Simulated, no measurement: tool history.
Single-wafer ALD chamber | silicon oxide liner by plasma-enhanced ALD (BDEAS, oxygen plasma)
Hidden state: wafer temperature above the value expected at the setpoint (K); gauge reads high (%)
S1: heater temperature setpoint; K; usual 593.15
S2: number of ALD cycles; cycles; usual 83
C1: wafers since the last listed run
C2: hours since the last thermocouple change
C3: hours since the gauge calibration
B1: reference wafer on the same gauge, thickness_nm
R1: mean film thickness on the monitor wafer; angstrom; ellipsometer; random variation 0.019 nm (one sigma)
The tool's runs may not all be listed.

Run 1, hour 0: usual settings but S2 90 cycles; C1 0; C2 1797.1; C3 577.8; B1 7.541. Result: R1 80.81 angstrom.
Run 2, hour 49: usual settings but S2 90 cycles; C1 317; C2 1846.1; C3 626.8; B1 7.539. Result: R1 80.42 angstrom.
At hour 65.2: gauge calibrated.
Run 3, hour 101.6: usual settings but S2 90 cycles; C1 341; C2 1898.7; C3 36.4; B1 7.541. Result: R1 80.36 angstrom.
Run 4, hour 143.1: usual settings but S1 585.15 K, S2 92 cycles; C1 269; C2 1940.2; C3 77.9; B1 7.54. Result: R1 83.36 angstrom.
Run 5, hour 183.4: usual settings but S1 585.15 K, S2 92 cycles; C1 261; C2 1980.5; C3 118.2; B1 7.543. Result: R1 83.53 angstrom.
Run 6, hour 249.2: usual settings but S1 585.15 K, S2 92 cycles; C1 426; C2 2046.3; C3 184; B1 7.539. Result: R1 83.58 angstrom.
Run 7, hour 352.4: usual settings; C1 669; C2 2149.5; C3 287.2; B1 7.539. Result: R1 74.49 angstrom.
Run 8, hour 418.4: usual settings; C1 428; C2 2215.5; C3 353.2; B1 7.536. Result: R1 74.22 angstrom.
Run 9, hour 457.7: usual settings; C1 255; C2 2254.8; C3 392.5; B1 7.537. Result: R1 74.14 angstrom.
Run 10, hour 517.2: usual settings but S1 580.15 K, S2 89 cycles; C1 386; C2 2314.3; C3 452; B1 7.542. Result: R1 81.44 angstrom.
At hour 568.9: thermocouple changed; heater temperature recalibrated.
Run 11, hour 569.4: usual settings but S2 67 cycles; C1 286; C2 0.5; C3 504.2; B1 7.54. Result: R1 60.08 angstrom.
Run 12, hour 621.1: usual settings; C1 335; C2 52.2; C3 555.9; B1 7.54. Result: R1 74.41 angstrom.
At hour 624.7: gauge calibrated.
Run 13, hour 670.2: usual settings but S1 599.15 K, S2 71 cycles; C1 318; C2 101.3; C3 45.5; B1 7.542. Result: R1 63.17 angstrom.
Run 14, hour 729.3: usual settings but S1 579.15 K, S2 88 cycles; C1 383; C2 160.4; C3 104.6; B1 7.541. Result: R1 80.39 angstrom.
Run 15, hour 775.6: usual settings but S2 90 cycles; C1 300; C2 206.7; C3 150.9; B1 7.534. Result: R1 81.01 angstrom.
Run 16, hour 840.7: usual settings but S1 606.15 K, S2 97 cycles; C1 422; C2 271.8; C3 216; B1 7.542. Result: R1 84.88 angstrom.

4 ways to go on from here, each from the tool as it stands after run 16. What would each give?
Run A, hour 841.2: usual settings but S2 74 cycles; C1 3; C2 272.3; C3 216.5; B1 ?. Result: R1 ?.
Run B, hour 841.2: usual settings but S2 78 cycles; C1 3; C2 272.3; C3 216.5; B1 ?. Result: R1 ?.
Run C, hour 841.2: usual settings but S1 581.15 K, S2 93 cycles; C1 3; C2 272.3; C3 216.5; B1 ?. Result: R1 ?.
Run D, hour 841.2: usual settings but S1 580.15 K, S2 68 cycles; C1 3; C2 272.3; C3 216.5; B1 ?. Result: R1 ?.

run     B1     R1
  A  7.539  66.46
  B  7.539  70.05
  C  7.539  85.07
  D  7.539   62.3
Without the tool's hidden state the same runs would have given:
run     R1
  A  66.46
  B  70.05
  C  85.07
  D   62.3

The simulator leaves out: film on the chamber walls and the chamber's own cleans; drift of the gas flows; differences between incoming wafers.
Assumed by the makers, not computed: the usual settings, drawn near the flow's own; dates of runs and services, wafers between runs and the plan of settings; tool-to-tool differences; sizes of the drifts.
